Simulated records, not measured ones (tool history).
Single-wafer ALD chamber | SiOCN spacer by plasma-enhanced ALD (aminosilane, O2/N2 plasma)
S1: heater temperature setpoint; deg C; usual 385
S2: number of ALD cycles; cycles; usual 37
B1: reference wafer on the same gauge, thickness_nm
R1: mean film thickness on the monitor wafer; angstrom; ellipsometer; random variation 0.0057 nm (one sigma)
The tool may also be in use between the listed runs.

{"run": 1, "hour": 0.0, "S1": 385, "S2": 31, "B1": 2.159, "R1": 19.16}
{"run": 2, "hour": 93.8, "S1": 385, "S2": 31, "B1": 2.16, "R1": 19.2}
{"run": 3, "hour": 144.4, "S1": 385, "S2": 37, "B1": 2.16, "R1": 22.93}
{"run": 4, "hour": 193.4, "S1": 385, "S2": 37, "B1": 2.159, "R1": 22.9}
{"run": 5, "hour": 327.3, "S1": 385, "S2": 37, "B1": 2.16, "R1": 22.94}
{"run": 6, "hour": 446.9, "S1": 385, "S2": 37, "B1": 2.16, "R1": 22.84}
{"run": 7, "hour": 541.6, "S1": 385, "S2": 37, "B1": 2.16, "R1": 22.85}
{"run": 8, "hour": 631.5, "S1": 385, "S2": 37, "B1": 2.16, "R1": 22.94}
{"run": 9, "hour": 714.6, "S1": 385, "S2": 37, "B1": 2.16, "R1": 22.85}
{"run": 10, "hour": 755.6, "S1": 374, "S2": 37, "B1": 2.16, "R1": 22.95}
{"run": 11, "hour": 802.9, "S1": 385, "S2": 37, "B1": 2.162, "R1": 22.9}
{"hour": 821.0, "done": "gauge calibrated"}
{"hour": 838.6, "done": "thermocouple changed; heater temperature recalibrated"}
{"run": 12, "hour": 872.0, "S1": 385, "S2": 37, "B1": 2.161, "R1": 22.83}
{"run": 13, "hour": 932.5, "S1": 385, "S2": 37, "B1": 2.16, "R1": 22.92}
{"run": 14, "hour": 1171.1, "S1": 376, "S2": 43, "B1": 2.161, "R1": 26.59}
{"run": 15, "hour": 1214.0, "S1": 390, "S2": 39, "B1": 2.16, "R1": 24.2}
{"run": 16, "hour": 1306.7, "S1": 385, "S2": 37, "B1": 2.16, "R1": 22.86}
{"run": 17, "hour": 1379.0, "S1": 371, "S2": 37, "B1": 2.161, "R1": 22.93}
{"run": 18, "hour": 1470.3, "S1": 392, "S2": 40, "B1": 2.159, "R1": 24.78}
{"run": 19, "hour": 1553.9, "S1": 385, "S2": 37, "B1": 2.16, "R1": 22.84}
{"run": 20, "hour": 1593.8, "S1": 385, "S2": 37, "B1": 2.16, "R1": 22.97}
{"run": 21, "hour": 1636.5, "S1": 385, "S2": 37, "B1": 2.158, "R1": 22.95}
{"run": 22, "hour": 1725.6, "S1": 385, "S2": 37, "B1": 2.159, "R1": 22.8}
{"run": 23, "hour": 1774.7, "S1": 381, "S2": 37, "B1": 2.158, "R1": 23.04}
{"run": 24, "hour": 1875.7, "S1": 375, "S2": 40, "B1": 2.159, "R1": 24.74}
{"run": 25, "hour": 1949.8, "S1": 397, "S2": 31, "B1": 2.159, "R1": 19.18}
{"run": 26, "hour": 1992.1, "S1": 385, "S2": 37, "B1": 2.161, "R1": 22.84}
{"run": 27, "hour": 2038.9, "S1": 374, "S2": 31, "B1": 2.16, "R1": 19.3}

What the log doesn't show, run by run:
wafer temperature above the value expected at the setpoint (K): 0 in every run
gauge reads high (%): 0 in every run
